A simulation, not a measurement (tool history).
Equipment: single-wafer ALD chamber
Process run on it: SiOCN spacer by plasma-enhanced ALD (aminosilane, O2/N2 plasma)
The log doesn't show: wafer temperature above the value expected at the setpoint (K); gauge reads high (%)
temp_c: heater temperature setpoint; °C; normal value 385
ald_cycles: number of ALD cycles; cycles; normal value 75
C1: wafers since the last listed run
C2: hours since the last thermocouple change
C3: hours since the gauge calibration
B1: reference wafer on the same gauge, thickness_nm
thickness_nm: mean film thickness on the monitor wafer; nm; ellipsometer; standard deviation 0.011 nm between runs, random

{"run": 1, "hour": 0.0, "temp_c": 385, "ald_cycles": 85, "C1": 0, "C2": 1721.4, "C3": 260.7, "B1": 3.844, "thickness_nm": 5.03}
{"run": 2, "hour": 15.7, "temp_c": 385, "ald_cycles": 85, "C1": 73, "C2": 1737.1, "C3": 276.4, "B1": 3.838, "thickness_nm": 5.025}
{"hour": 35.5, "done": "gauge calibrated"}
{"run": 3, "hour": 97.0, "temp_c": 385, "ald_cycles": 85, "C1": 380, "C2": 1818.4, "C3": 61.5, "B1": 3.889, "thickness_nm": 5.107}
{"run": 4, "hour": 129.5, "temp_c": 385, "ald_cycles": 75, "C1": 152, "C2": 1850.9, "C3": 94, "B1": 3.885, "thickness_nm": 4.499}
{"hour": 152.9, "done": "thermocouple changed; heater temperature recalibrated"}
{"run": 5, "hour": 161.2, "temp_c": 385, "ald_cycles": 75, "C1": 110, "C2": 8.3, "C3": 125.7, "B1": 3.877, "thickness_nm": 4.471}
{"run": 6, "hour": 179.8, "temp_c": 385, "ald_cycles": 75, "C1": 87, "C2": 26.9, "C3": 144.3, "B1": 3.876, "thickness_nm": 4.478}
{"run": 7, "hour": 193.0, "temp_c": 395, "ald_cycles": 84, "C1": 61, "C2": 40.1, "C3": 157.5, "B1": 3.869, "thickness_nm": 4.989}
{"run": 8, "hour": 206.3, "temp_c": 397, "ald_cycles": 75, "C1": 62, "C2": 53.4, "C3": 170.8, "B1": 3.87, "thickness_nm": 4.463}
{"run": 9, "hour": 229.8, "temp_c": 397, "ald_cycles": 75, "C1": 109, "C2": 76.9, "C3": 194.3, "B1": 3.863, "thickness_nm": 4.473}
{"run": 10, "hour": 256.2, "temp_c": 385, "ald_cycles": 75, "C1": 123, "C2": 103.3, "C3": 220.7, "B1": 3.859, "thickness_nm": 4.464}
{"run": 11, "hour": 283.4, "temp_c": 385, "ald_cycles": 75, "C1": 127, "C2": 130.5, "C3": 247.9, "B1": 3.849, "thickness_nm": 4.45}
{"run": 12, "hour": 302.1, "temp_c": 385, "ald_cycles": 87, "C1": 87, "C2": 149.2, "C3": 266.6, "B1": 3.843, "thickness_nm": 5.146}
{"hour": 304.9, "done": "gauge calibrated"}
{"run": 13, "hour": 314.8, "temp_c": 394, "ald_cycles": 83, "C1": 59, "C2": 161.9, "C3": 9.9, "B1": 3.873, "thickness_nm": 4.962}
{"run": 14, "hour": 333.0, "temp_c": 389, "ald_cycles": 69, "C1": 85, "C2": 180.1, "C3": 28.1, "B1": 3.868, "thickness_nm": 4.108}
{"run": 15, "hour": 361.4, "temp_c": 372, "ald_cycles": 85, "C1": 132, "C2": 208.5, "C3": 56.5, "B1": 3.868, "thickness_nm": 5.077}

Forecast run 16:
{"run": 16, "hour": 383.7, "temp_c": 385, "ald_cycles": 85, "C1": 104, "C2": 230.8, "C3": 78.8, "B1": "?", "thickness_nm": "?"}

{"run 16": {"B1": 3.872, "thickness_nm": 5.046}}
Minus the tool's unlogged condition, the same run would have read thickness_nm 5.06 nm.

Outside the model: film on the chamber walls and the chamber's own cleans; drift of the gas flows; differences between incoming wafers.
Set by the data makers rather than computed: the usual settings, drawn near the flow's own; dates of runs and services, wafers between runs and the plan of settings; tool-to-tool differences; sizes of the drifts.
